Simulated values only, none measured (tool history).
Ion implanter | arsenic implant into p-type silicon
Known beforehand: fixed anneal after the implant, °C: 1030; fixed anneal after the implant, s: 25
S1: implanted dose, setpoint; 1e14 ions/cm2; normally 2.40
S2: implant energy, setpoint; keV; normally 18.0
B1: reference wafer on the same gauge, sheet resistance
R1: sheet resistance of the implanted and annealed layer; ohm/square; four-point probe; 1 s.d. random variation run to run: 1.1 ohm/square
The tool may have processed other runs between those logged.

run 1 hour=0.0 | S1=2.40 S2=18.0 | B1=359.33 | R1=329.70
run 2 hour=33.5 | S1=2.40 S2=14.0 | B1=359.13 | R1=340.95
run 3 hour=99.3 | S1=2.40 S2=14.0 | B1=359.03 | R1=339.10
run 4 hour=155.8 | S1=2.40 S2=14.0 | B1=358.76 | R1=338.13
run 5 hour=211.6 | S1=2.83 S2=18.0 | B1=358.80 | R1=292.00
run 6 hour=259.6 | S1=2.40 S2=18.0 | B1=358.90 | R1=329.64
run 7 hour=287.2 | S1=2.40 S2=18.0 | B1=359.11 | R1=333.14
run 8 hour=356.9 | S1=2.40 S2=18.0 | B1=358.94 | R1=329.93
run 9 hour=392.4 | S1=2.40 S2=18.0 | B1=358.55 | R1=332.72
run 10 hour=429.3 | S1=2.40 S2=18.0 | B1=358.99 | R1=328.59
run 11 hour=483.6 | S1=2.40 S2=18.0 | B1=359.03 | R1=329.34
-- hour=505.3 Faraday cup replaced and dose calibrated
run 12 hour=549.3 | S1=2.40 S2=18.0 | B1=359.20 | R1=332.23
run 13 hour=620.8 | S1=2.85 S2=14.0 | B1=358.86 | R1=295.47
run 14 hour=670.4 | S1=2.85 S2=14.0 | B1=359.27 | R1=296.85
run 15 hour=730.2 | S1=2.40 S2=18.0 | B1=358.86 | R1=330.02
run 16 hour=778.9 | S1=2.40 S2=18.0 | B1=359.11 | R1=329.93
run 17 hour=837.1 | S1=2.40 S2=18.0 | B1=358.90 | R1=330.24
run 18 hour=863.9 | S1=2.83 S2=18.0 | B1=359.02 | R1=291.33
run 19 hour=897.8 | S1=2.76 S2=21.0 | B1=359.18 | R1=290.81
run 20 hour=961.1 | S1=2.76 S2=21.0 | B1=359.07 | R1=292.89
run 21 hour=1006.9 | S1=2.75 S2=14.0 | B1=358.87 | R1=305.59
-- hour=1027.3 gauge calibrated
run 22 hour=1043.7 | S1=2.40 S2=18.0 | B1=359.07 | R1=329.29
-- hour=1055.2 extraction supply calibrated
run 23 hour=1070.9 | S1=1.98 S2=18.0 | B1=358.70 | R1=384.42
run 24 hour=1124.8 | S1=1.95 S2=18.0 | B1=358.82 | R1=386.67
run 25 hour=1154.3 | S1=2.22 S2=18.0 | B1=358.98 | R1=350.48
run 26 hour=1180.4 | S1=2.70 S2=16.0 | B1=359.21 | R1=305.98
run 27 hour=1214.5 | S1=2.40 S2=21.5 | B1=359.11 | R1=324.63
run 28 hour=1285.3 | S1=3.06 S2=18.0 | B1=359.07 | R1=271.92
run 29 hour=1316.3 | S1=2.40 S2=18.0 | B1=358.89 | R1=330.14
run 30 hour=1388.2 | S1=2.40 S2=23.0 | B1=358.83 | R1=318.50
run 31 hour=1448.4 | S1=1.93 S2=21.0 | B1=358.74 | R1=380.61

What does the tool deliver on the next run?
run 32 hour=1657.2 | S1=1.81 S2=15.0 | B1=? | R1=?

Run 32 measured B1 358.91, R1 419.64 ohm/square.
If the tool had no hidden condition, the same run with the same run-to-run variation would have returned R1 419.64 ohm/square.

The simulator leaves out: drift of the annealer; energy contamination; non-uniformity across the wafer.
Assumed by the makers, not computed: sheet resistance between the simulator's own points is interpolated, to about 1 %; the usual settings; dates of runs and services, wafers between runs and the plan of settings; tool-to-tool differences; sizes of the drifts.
